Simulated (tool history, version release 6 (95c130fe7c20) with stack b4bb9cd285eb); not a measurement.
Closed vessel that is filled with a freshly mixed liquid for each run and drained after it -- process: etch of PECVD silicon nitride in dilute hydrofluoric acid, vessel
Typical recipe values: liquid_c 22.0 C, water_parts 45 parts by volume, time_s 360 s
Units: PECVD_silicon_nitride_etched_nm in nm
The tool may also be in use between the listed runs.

| run | hour | liquid_c | water_parts | time_s | wafers since the last listed run | hours since the thermometer was replaced | hours since the hydrofluoric acid flow meter was replaced | hours since the gauge calibration | read-back film thickness of the PECVD silicon nitride reference wafer, read on the same gauge (nm) | PECVD_silicon_nitride_etched_nm |
|---|---|---|---|---|---|---|---|---|---|---|
| 1 | 0.0 | 22.0 | 45 | 360 | 0 | 2092.4 | 1565.3 | 694.1 | 60.01 | 14.38 |
| 2 | 13.1 | 22.0 | 45 | 360 | 887 | 2105.5 | 1578.4 | 707.2 | 59.96 | 14.48 |
| 3 | 24.3 | 22.0 | 55 | 360 | 758 | 2116.7 | 1589.6 | 718.4 | 59.98 | 11.87 |
|  | 25.9 | gauge calibrated |
| 4 | 36.9 | 22.0 | 55 | 360 | 853 | 2129.3 | 1602.2 | 11.0 | 60.00 | 11.81 |
| 5 | 48.7 | 22.0 | 55 | 360 | 799 | 2141.1 | 1614.0 | 22.8 | 60.00 | 11.74 |
| 6 | 66.0 | 22.0 | 45 | 360 | 1172 | 2158.4 | 1631.3 | 40.1 | 60.02 | 14.46 |
| 7 | 78.1 | 20.5 | 45 | 220 | 819 | 2170.5 | 1643.4 | 52.2 | 60.00 | 7.96 |
| 8 | 87.6 | 18.5 | 35 | 450 | 643 | 2180.0 | 1652.9 | 61.7 | 60.03 | 18.02 |
| 9 | 93.9 | 19.5 | 40 | 275 | 426 | 2186.3 | 1659.2 | 68.0 | 60.00 | 10.45 |
| 10 | 108.2 | 22.0 | 45 | 360 | 968 | 2200.6 | 1673.5 | 82.3 | 60.00 | 14.47 |
| 11 | 125.9 | 22.0 | 25 | 360 | 1199 | 2218.3 | 1691.2 | 100.0 | 60.02 | 25.68 |
|  | 132.6 | thermometer replaced |
| 12 | 135.1 | 22.0 | 45 | 360 | 555 | 2.5 | 1700.4 | 109.2 | 60.00 | 14.43 |
| 13 | 143.6 | 22.0 | 45 | 360 | 575 | 11.0 | 1708.9 | 117.7 | 60.01 | 14.44 |
| 14 | 153.8 | 25.0 | 45 | 360 | 691 | 21.2 | 1719.1 | 127.9 | 59.98 | 17.84 |
| 15 | 170.9 | 25.5 | 45 | 360 | 1158 | 38.3 | 1736.2 | 145.0 | 60.01 | 18.38 |
| 16 | 183.5 | 22.0 | 45 | 360 | 853 | 50.9 | 1748.8 | 157.6 | 59.96 | 14.48 |
| 17 | 191.5 | 24.5 | 50 | 505 | 542 | 58.9 | 1756.8 | 165.6 | 59.98 | 21.93 |
| 18 | 200.7 | 23.5 | 55 | 360 | 623 | 68.1 | 1766.0 | 174.8 | 59.99 | 13.17 |
| 19 | 207.2 | 22.0 | 45 | 360 | 440 | 74.6 | 1772.5 | 181.3 | 59.98 | 14.53 |
|  | 209.1 | hydrofluoric acid flow meter replaced |
| 20 | 224.4 | 26.0 | 35 | 165 | 1097 | 91.8 | 15.3 | 198.5 | 60.01 | 10.16 |
| 21 | 234.6 | 19.5 | 30 | 545 | 691 | 102.0 | 25.5 | 208.7 | 60.04 | 24.85 |
| 22 | 245.2 | 19.0 | 35 | 360 | 718 | 112.6 | 36.1 | 219.3 | 60.03 | 13.95 |
| 23 | 259.3 | 22.0 | 45 | 360 | 955 | 126.7 | 50.2 | 233.4 | 60.00 | 13.42 |
| 24 | 271.3 | 22.0 | 45 | 360 | 813 | 138.7 | 62.2 | 245.4 | 59.99 | 13.32 |
| 25 | 279.5 | 24.5 | 45 | 485 | 555 | 146.9 | 70.4 | 253.6 | 60.00 | 21.33 |
| 26 | 292.9 | 24.0 | 45 | 360 | 907 | 160.3 | 83.8 | 267.0 | 59.98 | 15.39 |
| 27 | 303.1 | 23.5 | 30 | 270 | 691 | 170.5 | 94.0 | 277.2 | 59.98 | 16.63 |
| 28 | 311.9 | 19.0 | 55 | 360 | 596 | 179.3 | 102.8 | 286.0 | 59.99 | 8.95 |
| 29 | 324.1 | 22.0 | 45 | 360 | 826 | 191.5 | 115.0 | 298.2 | 60.00 | 13.27 |
| 30 | 337.7 | 19.5 | 45 | 360 | 921 | 205.1 | 128.6 | 311.8 | 59.98 | 11.40 |
| 31 | 353.7 | 19.5 | 40 | 275 | 1084 | 221.1 | 144.6 | 327.8 | 60.00 | 9.74 |

State the hidden condition of the tool at each of the runs:
liquid hotter than its thermometer reads (K): 0 on each run
gauge reads high (%): 0 on each run
H1: hydrofluoric acid flow above the setpoint (%)
| run | H1 |
|---|---|
| 1 | 10.7 |
| 2 | 10.8 |
| 3 | 10.8 |
| 4 | 10.9 |
| 5 | 11 |
| 6 | 11.1 |
| 7 | 11.2 |
| 8 | 11.2 |
| 9 | 11.2 |
| 10 | 11.3 |
| 11 | 11.4 |
| 12 | 11.5 |
| 13 | 11.5 |
| 14 | 11.6 |
| 15 | 11.7 |
| 16 | 11.8 |
| 17 | 11.8 |
| 18 | 11.9 |
| 19 | 11.9 |
| 20 | 2.55 |
| 21 | 2.62 |
| 22 | 2.68 |
| 23 | 2.76 |
| 24 | 2.84 |
| 25 | 2.89 |
| 26 | 2.97 |
| 27 | 3.03 |
| 28 | 3.08 |
| 29 | 3.15 |
| 30 | 3.23 |
| 31 | 3.33 |

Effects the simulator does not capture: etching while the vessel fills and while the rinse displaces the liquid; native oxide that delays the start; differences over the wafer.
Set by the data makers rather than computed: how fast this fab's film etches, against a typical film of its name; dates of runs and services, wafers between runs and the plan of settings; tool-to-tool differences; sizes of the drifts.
